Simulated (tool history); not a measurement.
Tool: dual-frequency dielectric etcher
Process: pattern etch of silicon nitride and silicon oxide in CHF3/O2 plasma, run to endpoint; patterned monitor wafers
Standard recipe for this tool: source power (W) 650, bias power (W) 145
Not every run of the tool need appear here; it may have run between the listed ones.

run,day,source power (W),bias power (W),"incoming incoming film thickness, nm",endpoint time (s)
1,0,650,145,272.4,193.5
# day 0.717: wet clean of the chamber
2,1.342,650,145,274.2,185.5
3,2.45,650,129,272.5,187.9
4,3.025,650,145,272.1,180.2
5,4.104,650,145,271.3,184
6,5.533,650,145,271,183.1
7,6.346,650,145,273.5,187
8,7.533,650,145,272,186.4
9,8.5,650,145,270.8,185.7
# day 9.225: source power generator calibrated
10,9.875,650,120,272.1,200
11,10.85,650,120,270.3,200.1
12,11.546,650,120,273.1,198.7
# day 14.217: bias power generator calibrated
# day 16.662: wet clean of the chamber
# day 17.346: upper electrode replaced
13,17.367,650,145,272,182.9
14,17.383,740,131,274.7,178.5
15,17.588,650,132,273.4,188.8
16,18.758,530,172,270.7,192.3
17,19.9,740,128,270.2,178.6
18,20.667,650,145,270,186
19,21.7,490,122,274.3,233.9
20,22.262,650,125,271.3,194.5
21,23.558,520,145,273.2,211.6
22,25.038,520,145,270,211
23,25.762,780,132,272.8,175.1
24,27.25,650,145,271.3,190.5
25,27.954,650,131,272.5,195.7
26,29.208,650,158,271.1,183.1

Branching from run 26: 3 alternative next runs. What would each branch give?
A,29.229,510,145,268.2,?
B,29.229,790,120,268.2,?
C,29.229,560,115,268.2,?

run,endpoint time (s)
A,216.7
B,182.3
C,221.7
Stripped of hidden state, with their random variation kept, the same runs would have yielded:
run,endpoint time (s)
A,206
B,173.3
C,210.8

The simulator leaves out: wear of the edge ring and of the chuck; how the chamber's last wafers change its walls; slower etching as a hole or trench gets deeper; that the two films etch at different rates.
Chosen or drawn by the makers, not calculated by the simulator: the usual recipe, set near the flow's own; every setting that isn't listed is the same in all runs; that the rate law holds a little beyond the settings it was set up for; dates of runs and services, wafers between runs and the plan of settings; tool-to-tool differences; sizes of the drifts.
